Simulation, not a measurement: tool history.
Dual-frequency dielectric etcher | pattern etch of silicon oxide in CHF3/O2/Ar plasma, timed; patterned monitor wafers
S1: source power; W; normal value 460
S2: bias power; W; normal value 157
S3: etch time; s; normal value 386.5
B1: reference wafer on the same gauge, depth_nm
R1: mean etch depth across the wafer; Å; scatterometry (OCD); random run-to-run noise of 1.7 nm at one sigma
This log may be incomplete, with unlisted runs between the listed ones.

Run 1, hour 0.0: usual settings but S1 550 W; B1 708.8. Result: R1 7157 Å.
Run 2, hour 66.2: usual settings; B1 709.6. Result: R1 6701 Å.
Run 3, hour 118.3: usual settings; B1 708.8. Result: R1 6709 Å.
Run 4, hour 219.3: usual settings; B1 709.2. Result: R1 6728 Å.
At hour 251.6: wet clean of the chamber.
Run 5, hour 288.6: usual settings; B1 708.5. Result: R1 6706 Å.
Run 6, hour 354.6: usual settings; B1 709.2. Result: R1 6757 Å.
Run 7, hour 395.4: usual settings but S1 430 W, S3 451.5 s; B1 708.9. Result: R1 7648 Å.
Run 8, hour 437.7: usual settings but S1 430 W, S3 451.5 s; B1 708.7. Result: R1 7668 Å.
At hour 512.0: upper electrode replaced.
Run 9, hour 528.1: usual settings but S2 169 W, S3 356.5 s; B1 708.6. Result: R1 6328 Å.
At hour 612.4: wet clean of the chamber.
Run 10, hour 612.9: usual settings; B1 707.9. Result: R1 6725 Å.
Run 11, hour 650.3: usual settings; B1 708.8. Result: R1 6755 Å.
Run 12, hour 750.1: usual settings but S1 380 W, S2 174 W; B1 708.7. Result: R1 6395 Å.
Run 13, hour 808.2: usual settings but S1 380 W, S2 174 W; B1 708.9. Result: R1 6439 Å.
Run 14, hour 846.4: usual settings but S2 138 W, S3 318.0 s; B1 708.7. Result: R1 5388 Å.
At hour 882.2: gauge calibrated.
Run 15, hour 949.2: usual settings but S1 410 W, S2 171 W, S3 463.5 s; B1 707.7. Result: R1 7888 Å.
At hour 1058.4: wet clean of the chamber.
Run 16, hour 1058.9: usual settings; B1 708.9. Result: R1 6743 Å.
Run 17, hour 1095.8: usual settings but S1 530 W, S2 143 W, S3 486.0 s; B1 708.8. Result: R1 8721 Å.

What does the tool deliver on the next run?
Run 18, hour 1161.8: usual settings but S1 430 W, S2 167 W, S3 345.5 s; B1 ?. Result: R1 ?.

{"run 18": {"B1": 707.9, "R1": 5968}}
Were there no unlogged condition in the tool, this run, its random variation unchanged, would have produced R1 5896 Å.
